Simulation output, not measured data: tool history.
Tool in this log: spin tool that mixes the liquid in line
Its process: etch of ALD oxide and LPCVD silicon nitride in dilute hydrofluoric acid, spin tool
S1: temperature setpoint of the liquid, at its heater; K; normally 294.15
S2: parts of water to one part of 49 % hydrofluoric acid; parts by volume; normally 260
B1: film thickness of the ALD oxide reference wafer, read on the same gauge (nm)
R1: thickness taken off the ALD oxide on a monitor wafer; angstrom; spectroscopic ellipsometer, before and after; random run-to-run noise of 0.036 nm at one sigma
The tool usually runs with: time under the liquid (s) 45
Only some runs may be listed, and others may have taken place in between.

Run 1, hour 0.0: usual settings; B1 119.986. Result: R1 48.02 angstrom.
Run 2, hour 6.2: usual settings; B1 120.031. Result: R1 48.33 angstrom.
Run 3, hour 25.9: usual settings; B1 119.984. Result: R1 48.29 angstrom.
Run 4, hour 34.7: usual settings but S1 297.65 K, S2 225 parts by volume; B1 120.005. Result: R1 65.00 angstrom.
Run 5, hour 57.9: usual settings but S1 297.65 K, S2 225 parts by volume; B1 120.005. Result: R1 66.48 angstrom.
Run 6, hour 65.4: usual settings but S1 297.65 K, S2 225 parts by volume; B1 119.959. Result: R1 65.80 angstrom.
Run 7, hour 82.6: usual settings; B1 120.002. Result: R1 49.08 angstrom.
Run 8, hour 90.5: usual settings but S2 300 parts by volume; B1 119.995. Result: R1 40.17 angstrom.
Run 9, hour 111.8: usual settings; B1 119.999. Result: R1 49.02 angstrom.
Run 10, hour 121.8: usual settings; B1 120.014. Result: R1 48.20 angstrom.
Run 11, hour 133.9: usual settings; B1 119.978. Result: R1 48.16 angstrom.
Run 12, hour 142.0: usual settings but time under the liquid (s) 55; B1 120.002. Result: R1 60.59 angstrom.
Run 13, hour 148.1: usual settings; B1 119.995. Result: R1 49.72 angstrom.
Run 14, hour 158.2: usual settings but time under the liquid (s) 65; B1 120.014. Result: R1 69.66 angstrom.
Run 15, hour 174.6: usual settings; B1 119.995. Result: R1 49.31 angstrom.
Run 16, hour 189.8: usual settings but S2 170 parts by volume, time under the liquid (s) 30; B1 119.964. Result: R1 53.79 angstrom.
Run 17, hour 197.4: usual settings but S1 296.15 K, S2 160 parts by volume, time under the liquid (s) 30; B1 120.011. Result: R1 62.74 angstrom.
Run 18, hour 208.5: usual settings but S1 299.15 K, time under the liquid (s) 25; B1 119.977. Result: R1 32.61 angstrom.
Run 19, hour 225.5: usual settings but S1 297.15 K, S2 170 parts by volume, time under the liquid (s) 65; B1 120.004. Result: R1 117.17 angstrom.
Run 20, hour 240.3: usual settings but S1 296.65 K, S2 305 parts by volume, time under the liquid (s) 65; B1 120.030. Result: R1 56.52 angstrom.
Run 21, hour 258.2: usual settings but S1 298.65 K, S2 180 parts by volume, time under the liquid (s) 30; B1 119.995. Result: R1 53.88 angstrom.
Run 22, hour 267.8: usual settings but S1 292.65 K, S2 355 parts by volume; B1 120.018. Result: R1 28.30 angstrom.
Run 23, hour 283.4: usual settings but S1 297.15 K, time under the liquid (s) 55; B1 119.952. Result: R1 60.11 angstrom.
Run 24, hour 301.3: usual settings but S1 292.65 K, S2 195 parts by volume, time under the liquid (s) 70; B1 120.028. Result: R1 92.80 angstrom.
Run 25, hour 318.3: usual settings but S1 297.65 K, S2 225 parts by volume, time under the liquid (s) 30; B1 119.990. Result: R1 40.20 angstrom.
Run 26, hour 328.0: usual settings but S1 292.15 K; B1 119.984. Result: R1 40.90 angstrom.
Run 27, hour 340.7: usual settings but S1 299.15 K, S2 210 parts by volume; B1 120.014. Result: R1 69.89 angstrom.

Put back what was entered between runs (3 entries, withheld): which listed runs does each sit between, and how does the hidden state differ from the listed run before to the listed run after?
Runs 4 to 5: thermometer replaced (hour 45.1)
  hydrofluoric acid flow above the setpoint (%): 11.1 -> 11.4
  measured result minus the result with no hidden state, R1: +7.89 -> +8.26 angstrom
Runs 14 to 15: gauge calibrated (hour 173.7)
  hydrofluoric acid flow above the setpoint (%): 12.7 -> 12.9
  measured result minus the result with no hidden state, R1: +9.54 -> +6.85 angstrom
Runs 18 to 19: hydrofluoric acid flow meter replaced (hour 221.9)
  hydrofluoric acid flow above the setpoint (%): 13.3 -> 2.81
  measured result minus the result with no hidden state, R1: +4.75 -> +3.80 angstrom

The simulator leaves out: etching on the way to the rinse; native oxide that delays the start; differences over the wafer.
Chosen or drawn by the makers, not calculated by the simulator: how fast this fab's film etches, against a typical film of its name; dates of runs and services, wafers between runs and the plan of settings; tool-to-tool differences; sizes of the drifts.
